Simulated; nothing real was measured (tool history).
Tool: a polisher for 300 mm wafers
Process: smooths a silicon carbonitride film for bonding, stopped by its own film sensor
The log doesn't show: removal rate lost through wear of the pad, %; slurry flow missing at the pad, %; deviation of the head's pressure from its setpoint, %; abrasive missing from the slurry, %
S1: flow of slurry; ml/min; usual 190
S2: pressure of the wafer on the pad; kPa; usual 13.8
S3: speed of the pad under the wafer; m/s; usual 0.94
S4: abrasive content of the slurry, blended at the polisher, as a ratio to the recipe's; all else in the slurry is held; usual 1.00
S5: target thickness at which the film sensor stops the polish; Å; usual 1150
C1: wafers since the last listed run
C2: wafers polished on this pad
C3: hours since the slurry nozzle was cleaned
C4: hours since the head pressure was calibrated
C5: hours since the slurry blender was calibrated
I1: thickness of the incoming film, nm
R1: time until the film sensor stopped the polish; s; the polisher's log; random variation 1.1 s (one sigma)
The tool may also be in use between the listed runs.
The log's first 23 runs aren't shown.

run     day   S1    S2    S3    S4    S5   C1    C2     C3     C4     C5     I1     R1
     44.433  -- worn pad replaced by a new one
 24  46.133  190  13.8  0.94  1.00  1150  437   326  694.5  412.0  148.4  129.1   70.6
     46.667  -- slurry nozzle cleaned
 25  47.900  190  13.8  0.76  1.00  1100  331   657   29.6  454.4  190.8  129.9  109.6
 26  50.058  170  12.4  0.94  1.00  1180  414  1071   81.4  506.2  242.6  129.4   63.3
 27  51.662  190  13.8  0.68  0.80  1150  307  1379  119.9  544.7  281.1  128.8   93.4
 28  54.042  190  12.4  0.94  0.70  1150  456  1836  177.0  601.8  338.2  129.8   99.3
 29  55.150  190  13.8  0.94  1.00  1150  212  2049  203.6  628.4  364.8  131.3   85.9
     57.512  -- worn pad replaced by a new one
 30  57.688  190  13.8  0.94  1.00  1150  455    33  264.5  689.3  425.7  129.0   69.6
     58.508  -- slurry blender recalibrated
 31  60.679  190  13.8  0.94  1.15  1120  558   591  336.3  761.1   52.1  129.9   82.0

3 ways to go on from here, each from the tool as it stands after run 31. What would each give?
  A  60.700  190  13.8  0.94  1.00  1150   3  595  336.8  761.6  52.6  128.7   ?
  B  60.700  220  10.3  0.94  1.00  1150   3  595  336.8  761.6  52.6  128.7   ?
  C  60.700  190  13.8  1.04  1.25  1150   3  595  336.8  761.6  52.6  128.7   ?

run    R1
  A  66.1
  B  86.9
  C  56.0
Without the tool's hidden state the same runs would have given:
run    R1
  A  65.5
  B  86.0
  C  55.4
